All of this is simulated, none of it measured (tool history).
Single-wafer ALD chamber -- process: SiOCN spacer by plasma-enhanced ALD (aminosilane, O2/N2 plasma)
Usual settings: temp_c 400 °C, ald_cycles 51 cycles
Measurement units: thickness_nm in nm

| run | day | temp_c | ald_cycles | read-back reference wafer on the same gauge, thickness_nm | thickness_nm |
|---|---|---|---|---|---|
| 1 | 0 | 390 | 51 | 3.29 | 3.112 |
| 2 | 1.312 | 390 | 51 | 3.289 | 3.146 |
| 3 | 1.642 | 400 | 51 | 3.288 | 3.135 |
| 4 | 2.038 | 400 | 51 | 3.291 | 3.131 |
| 5 | 2.667 | 400 | 51 | 3.29 | 3.128 |
| 6 | 2.929 | 400 | 51 | 3.291 | 3.141 |
| 7 | 3.596 | 400 | 51 | 3.291 | 3.155 |
| 8 | 3.946 | 400 | 51 | 3.29 | 3.132 |
| 9 | 4.521 | 400 | 51 | 3.288 | 3.135 |
| 10 | 4.888 | 400 | 51 | 3.291 | 3.131 |
|  | 5.646 | thermocouple changed; heater temperature recalibrated |
| 11 | 5.667 | 400 | 51 | 3.289 | 3.131 |
| 12 | 5.683 | 400 | 51 | 3.29 | 3.135 |
| 13 | 6.092 | 395 | 47 | 3.292 | 2.88 |
| 14 | 6.621 | 395 | 47 | 3.287 | 2.882 |
| 15 | 7.058 | 400 | 51 | 3.292 | 3.127 |
| 16 | 7.788 | 400 | 51 | 3.291 | 3.124 |
| 17 | 8.404 | 400 | 51 | 3.289 | 3.145 |
| 18 | 8.996 | 400 | 53 | 3.29 | 3.247 |
| 19 | 9.308 | 414 | 59 | 3.293 | 3.492 |
| 20 | 9.875 | 413 | 51 | 3.291 | 3.023 |
| 21 | 10.225 | 400 | 45 | 3.289 | 2.767 |
| 22 | 10.742 | 394 | 57 | 3.287 | 3.516 |
|  | 11.412 | gauge calibrated |
| 23 | 11.429 | 400 | 59 | 3.291 | 3.624 |
| 24 | 11.762 | 400 | 43 | 3.288 | 2.636 |
| 25 | 12.25 | 386 | 51 | 3.288 | 3.131 |
| 26 | 12.879 | 400 | 51 | 3.292 | 3.139 |
| 27 | 13.412 | 392 | 54 | 3.286 | 3.317 |
| 28 | 13.712 | 400 | 51 | 3.289 | 3.124 |
| 29 | 14.279 | 413 | 60 | 3.289 | 3.544 |
| 30 | 14.658 | 400 | 51 | 3.291 | 3.122 |
| 31 | 14.908 | 385 | 51 | 3.291 | 3.122 |
| 32 | 15.233 | 392 | 42 | 3.289 | 2.581 |
| 33 | 15.971 | 393 | 51 | 3.291 | 3.123 |
| 34 | 16.588 | 400 | 60 | 3.291 | 3.671 |
| 35 | 16.946 | 395 | 60 | 3.291 | 3.691 |
| 36 | 17.671 | 400 | 51 | 3.292 | 3.121 |

What if the next run were any one of these 3? Each begins from the tool's condition after run 36:
| A | 17.692 | 389 | 51 | ? | ? |
| B | 17.692 | 404 | 56 | ? | ? |
| C | 17.692 | 406 | 56 | ? | ? |

| run | read-back reference wafer on the same gauge, thickness_nm | thickness_nm |
|---|---|---|
| A | 3.291 | 3.136 |
| B | 3.291 | 3.408 |
| C | 3.291 | 3.389 |
The same runs, with their run-to-run variation unchanged, on a tool lacking any hidden condition would have given:
| run | thickness_nm |
|---|---|
| A | 3.136 |
| B | 3.408 |
| C | 3.389 |
